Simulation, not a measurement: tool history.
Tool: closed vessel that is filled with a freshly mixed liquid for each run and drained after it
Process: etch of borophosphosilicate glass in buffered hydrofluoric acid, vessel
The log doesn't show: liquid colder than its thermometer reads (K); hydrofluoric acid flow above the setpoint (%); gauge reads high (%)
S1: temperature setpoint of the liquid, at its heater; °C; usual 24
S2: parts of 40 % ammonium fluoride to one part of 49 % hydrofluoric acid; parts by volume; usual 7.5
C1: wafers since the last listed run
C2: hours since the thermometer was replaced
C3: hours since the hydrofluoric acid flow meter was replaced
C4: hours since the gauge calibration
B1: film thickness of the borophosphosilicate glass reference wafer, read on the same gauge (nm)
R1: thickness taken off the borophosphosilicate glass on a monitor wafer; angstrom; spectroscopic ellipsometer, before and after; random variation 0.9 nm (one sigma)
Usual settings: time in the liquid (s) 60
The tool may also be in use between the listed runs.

{"run": 1, "hour": 0.0, "S1": 24, "S2": 7.5, "time in the liquid (s)": 60, "C1": 0, "C2": 692.4, "C3": 1011.4, "C4": 58.1, "B1": 49.98, "R1": 1506.8}
{"run": 2, "hour": 6.4, "S1": 24, "S2": 7.5, "time in the liquid (s)": 60, "C1": 670, "C2": 698.8, "C3": 1017.8, "C4": 64.5, "B1": 50.02, "R1": 1500.9}
{"run": 3, "hour": 39.9, "S1": 24, "S2": 7.5, "time in the liquid (s)": 60, "C1": 3507, "C2": 732.3, "C3": 1051.3, "C4": 98, "B1": 49.99, "R1": 1477}
{"run": 4, "hour": 52.3, "S1": 24, "S2": 7.5, "time in the liquid (s)": 75, "C1": 1298, "C2": 744.7, "C3": 1063.7, "C4": 110.4, "B1": 50.01, "R1": 1846.8}
{"run": 5, "hour": 69.9, "S1": 24, "S2": 8.5, "time in the liquid (s)": 60, "C1": 1842, "C2": 762.3, "C3": 1081.3, "C4": 128, "B1": 50, "R1": 1306.6}
{"run": 6, "hour": 76.1, "S1": 24, "S2": 8.5, "time in the liquid (s)": 60, "C1": 649, "C2": 768.5, "C3": 1087.5, "C4": 134.2, "B1": 50, "R1": 1306.6}
{"run": 7, "hour": 92.6, "S1": 24, "S2": 6.5, "time in the liquid (s)": 45, "C1": 1727, "C2": 785, "C3": 1104, "C4": 150.7, "B1": 50.01, "R1": 1258.2}
{"run": 8, "hour": 103.7, "S1": 24, "S2": 7.5, "time in the liquid (s)": 60, "C1": 1162, "C2": 796.1, "C3": 1115.1, "C4": 161.8, "B1": 49.99, "R1": 1488.2}
{"run": 9, "hour": 119.2, "S1": 24, "S2": 7.5, "time in the liquid (s)": 60, "C1": 1623, "C2": 811.6, "C3": 1130.6, "C4": 177.3, "B1": 49.98, "R1": 1460.3}
{"run": 10, "hour": 128.3, "S1": 24, "S2": 7.5, "time in the liquid (s)": 60, "C1": 952, "C2": 820.7, "C3": 1139.7, "C4": 186.4, "B1": 50.02, "R1": 1475.5}
{"run": 11, "hour": 143.7, "S1": 24, "S2": 7.5, "time in the liquid (s)": 85, "C1": 1612, "C2": 836.1, "C3": 1155.1, "C4": 201.8, "B1": 49.99, "R1": 2063.3}
{"run": 12, "hour": 158.5, "S1": 24, "S2": 7.5, "time in the liquid (s)": 85, "C1": 1549, "C2": 850.9, "C3": 1169.9, "C4": 216.6, "B1": 50, "R1": 2093.1}
{"hour": 165.3, "done": "thermometer replaced"}
{"run": 13, "hour": 172.3, "S1": 19.5, "S2": 7.5, "time in the liquid (s)": 80, "C1": 1340, "C2": 7, "C3": 1183.7, "C4": 230.4, "B1": 49.99, "R1": 1822.3}
{"run": 14, "hour": 184.5, "S1": 24, "S2": 7.5, "time in the liquid (s)": 60, "C1": 1277, "C2": 19.2, "C3": 1195.9, "C4": 242.6, "B1": 50, "R1": 1726.6}
{"hour": 192.6, "done": "hydrofluoric acid flow meter replaced"}
{"run": 15, "hour": 193.5, "S1": 24, "S2": 7.5, "time in the liquid (s)": 60, "C1": 837, "C2": 28.2, "C3": 0.9, "C4": 251.6, "B1": 49.98, "R1": 1559.8}
{"hour": 198.2, "done": "gauge calibrated"}
{"run": 16, "hour": 203.3, "S1": 27, "S2": 6.5, "time in the liquid (s)": 60, "C1": 1026, "C2": 38, "C3": 10.7, "C4": 5.1, "B1": 50.01, "R1": 2143.3}
{"run": 17, "hour": 212.6, "S1": 24, "S2": 6.5, "time in the liquid (s)": 60, "C1": 973, "C2": 47.3, "C3": 20, "C4": 14.4, "B1": 50.03, "R1": 1793.9}
{"run": 18, "hour": 226.2, "S1": 24, "S2": 10.5, "time in the liquid (s)": 60, "C1": 1424, "C2": 60.9, "C3": 33.6, "C4": 28, "B1": 49.97, "R1": 1142.4}
{"run": 19, "hour": 243.3, "S1": 20.5, "S2": 7.5, "time in the liquid (s)": 45, "C1": 1790, "C2": 78, "C3": 50.7, "C4": 45.1, "B1": 50.05, "R1": 964.4}
{"run": 20, "hour": 259.4, "S1": 24, "S2": 7.5, "time in the liquid (s)": 60, "C1": 1685, "C2": 94.1, "C3": 66.8, "C4": 61.2, "B1": 50, "R1": 1577.6}
{"run": 21, "hour": 267.5, "S1": 24, "S2": 7.5, "time in the liquid (s)": 70, "C1": 848, "C2": 102.2, "C3": 74.9, "C4": 69.3, "B1": 50.01, "R1": 1829.9}
{"run": 22, "hour": 275.8, "S1": 22, "S2": 5, "time in the liquid (s)": 60, "C1": 869, "C2": 110.5, "C3": 83.2, "C4": 77.6, "B1": 50, "R1": 2032.7}
{"run": 23, "hour": 289.4, "S1": 24, "S2": 6.5, "time in the liquid (s)": 60, "C1": 1424, "C2": 124.1, "C3": 96.8, "C4": 91.2, "B1": 50.01, "R1": 1795.9}
{"run": 24, "hour": 303.3, "S1": 19.5, "S2": 6, "time in the liquid (s)": 75, "C1": 1455, "C2": 138, "C3": 110.7, "C4": 105.1, "B1": 49.98, "R1": 1878.3}

The same runs without the tool's hidden state, with the same run-to-run variation:
run=1 R1=1585.2
run=2 R1=1580.1
run=3 R1=1561.7
run=4 R1=1955.5
run=5 R1=1377.8
run=6 R1=1379.6
run=7 R1=1357.7
run=8 R1=1585.4
run=9 R1=1558.4
run=10 R1=1576.3
run=11 R1=2208.2
run=12 R1=2244.2
run=13 R1=1654.2
run=14 R1=1569.6
run=15 R1=1556
run=16 R1=2145.9
run=17 R1=1798.4
run=18 R1=1145.5
run=19 R1=966.6
run=20 R1=1583.6
run=21 R1=1837.5
run=22 R1=2048.6
run=23 R1=1815.2
run=24 R1=1903.8
